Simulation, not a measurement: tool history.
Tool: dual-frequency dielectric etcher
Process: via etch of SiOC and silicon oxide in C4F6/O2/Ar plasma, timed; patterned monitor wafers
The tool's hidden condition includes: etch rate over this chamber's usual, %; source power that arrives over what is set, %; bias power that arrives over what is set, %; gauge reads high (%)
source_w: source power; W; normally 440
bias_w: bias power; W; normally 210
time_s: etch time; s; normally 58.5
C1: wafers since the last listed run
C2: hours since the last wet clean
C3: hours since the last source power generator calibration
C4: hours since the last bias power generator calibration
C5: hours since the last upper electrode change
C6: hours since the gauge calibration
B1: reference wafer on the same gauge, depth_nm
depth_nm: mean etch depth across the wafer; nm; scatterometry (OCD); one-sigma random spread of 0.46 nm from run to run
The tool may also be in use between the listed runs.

{"run": 1, "hour": 0.0, "source_w": 440, "bias_w": 210, "time_s": 58.5, "C1": 0, "C2": 428.1, "C3": 3515.1, "C4": 1523.4, "C5": 3811.5, "C6": 190.5, "B1": 55.7, "depth_nm": 69.7}
{"run": 2, "hour": 16.1, "source_w": 490, "bias_w": 229, "time_s": 58.5, "C1": 173, "C2": 444.2, "C3": 3531.2, "C4": 1539.5, "C5": 3827.6, "C6": 206.6, "B1": 55.7, "depth_nm": 76.3}
{"run": 3, "hour": 25.0, "source_w": 440, "bias_w": 210, "time_s": 58.5, "C1": 95, "C2": 453.1, "C3": 3540.1, "C4": 1548.4, "C5": 3836.5, "C6": 215.5, "B1": 55.8, "depth_nm": 68.1}
{"run": 4, "hour": 33.6, "source_w": 440, "bias_w": 210, "time_s": 58.5, "C1": 92, "C2": 461.7, "C3": 3548.7, "C4": 1557, "C5": 3845.1, "C6": 224.1, "B1": 55.7, "depth_nm": 69.3}
{"run": 5, "hour": 45.2, "source_w": 440, "bias_w": 210, "time_s": 58.5, "C1": 124, "C2": 473.3, "C3": 3560.3, "C4": 1568.6, "C5": 3856.7, "C6": 235.7, "B1": 55.7, "depth_nm": 68.7}
{"hour": 77.4, "done": "wet clean of the chamber"}
{"hour": 78.5, "done": "source power generator calibrated"}
{"run": 6, "hour": 79.0, "source_w": 440, "bias_w": 210, "time_s": 58.5, "C1": 94, "C2": 1.6, "C3": 0.5, "C4": 1602.4, "C5": 3890.5, "C6": 269.5, "B1": 55.7, "depth_nm": 67.9}
{"run": 7, "hour": 86.5, "source_w": 440, "bias_w": 210, "time_s": 58.5, "C1": 80, "C2": 9.1, "C3": 8, "C4": 1609.9, "C5": 3898, "C6": 277, "B1": 55.8, "depth_nm": 68.5}
{"run": 8, "hour": 94.9, "source_w": 440, "bias_w": 210, "time_s": 58.5, "C1": 90, "C2": 17.5, "C3": 16.4, "C4": 1618.3, "C5": 3906.4, "C6": 285.4, "B1": 55.7, "depth_nm": 68.8}
{"run": 9, "hour": 106.9, "source_w": 440, "bias_w": 210, "time_s": 58.5, "C1": 129, "C2": 29.5, "C3": 28.4, "C4": 1630.3, "C5": 3918.4, "C6": 297.4, "B1": 55.8, "depth_nm": 68.8}
{"run": 10, "hour": 116.5, "source_w": 440, "bias_w": 210, "time_s": 58.5, "C1": 103, "C2": 39.1, "C3": 38, "C4": 1639.9, "C5": 3928, "C6": 307, "B1": 55.7, "depth_nm": 68.6}
{"run": 11, "hour": 132.7, "source_w": 370, "bias_w": 229, "time_s": 58.5, "C1": 174, "C2": 55.3, "C3": 54.2, "C4": 1656.1, "C5": 3944.2, "C6": 323.2, "B1": 55.8, "depth_nm": 64.3}
{"hour": 137.0, "done": "gauge calibrated"}
{"run": 12, "hour": 143.9, "source_w": 370, "bias_w": 229, "time_s": 58.5, "C1": 120, "C2": 66.5, "C3": 65.4, "C4": 1667.3, "C5": 3955.4, "C6": 6.9, "B1": 55.7, "depth_nm": 64.1}
{"run": 13, "hour": 151.8, "source_w": 370, "bias_w": 229, "time_s": 58.5, "C1": 85, "C2": 74.4, "C3": 73.3, "C4": 1675.2, "C5": 3963.3, "C6": 14.8, "B1": 55.7, "depth_nm": 64.1}
{"hour": 185.3, "done": "upper electrode replaced"}
{"run": 14, "hour": 185.8, "source_w": 440, "bias_w": 244, "time_s": 70, "C1": 107, "C2": 108.4, "C3": 107.3, "C4": 1709.2, "C5": 0.5, "C6": 48.8, "B1": 55.7, "depth_nm": 88.7}
{"run": 15, "hour": 202.8, "source_w": 440, "bias_w": 210, "time_s": 73.5, "C1": 182, "C2": 125.4, "C3": 124.3, "C4": 1726.2, "C5": 17.5, "C6": 65.8, "B1": 55.6, "depth_nm": 86.8}
{"run": 16, "hour": 216.7, "source_w": 440, "bias_w": 210, "time_s": 58.5, "C1": 149, "C2": 139.3, "C3": 138.2, "C4": 1740.1, "C5": 31.4, "C6": 79.7, "B1": 55.7, "depth_nm": 68.6}
{"hour": 231.3, "done": "bias power generator calibrated"}
{"run": 17, "hour": 232.4, "source_w": 410, "bias_w": 186, "time_s": 53, "C1": 125, "C2": 155, "C3": 153.9, "C4": 1.1, "C5": 47.1, "C6": 95.4, "B1": 55.7, "depth_nm": 56.1}
{"run": 18, "hour": 239.3, "source_w": 480, "bias_w": 210, "time_s": 63.5, "C1": 74, "C2": 161.9, "C3": 160.8, "C4": 8, "C5": 54, "C6": 102.3, "B1": 55.6, "depth_nm": 78.7}
{"run": 19, "hour": 250.8, "source_w": 400, "bias_w": 176, "time_s": 58.5, "C1": 123, "C2": 173.4, "C3": 172.3, "C4": 19.5, "C5": 65.5, "C6": 113.8, "B1": 55.8, "depth_nm": 59.6}
{"run": 20, "hour": 259.9, "source_w": 350, "bias_w": 210, "time_s": 66.5, "C1": 97, "C2": 182.5, "C3": 181.4, "C4": 28.6, "C5": 74.6, "C6": 122.9, "B1": 55.7, "depth_nm": 67.3}

Run 21 has not been measured yet. What should we expect?
{"run": 21, "hour": 277.3, "source_w": 380, "bias_w": 178, "time_s": 69, "C1": 187, "C2": 199.9, "C3": 198.8, "C4": 46, "C5": 92, "C6": 140.3, "B1": "?", "depth_nm": "?"}

B1: 55.7
depth_nm: 67.8 nm
With no hidden state in the tool, this same run would have given depth_nm 67.8 nm.

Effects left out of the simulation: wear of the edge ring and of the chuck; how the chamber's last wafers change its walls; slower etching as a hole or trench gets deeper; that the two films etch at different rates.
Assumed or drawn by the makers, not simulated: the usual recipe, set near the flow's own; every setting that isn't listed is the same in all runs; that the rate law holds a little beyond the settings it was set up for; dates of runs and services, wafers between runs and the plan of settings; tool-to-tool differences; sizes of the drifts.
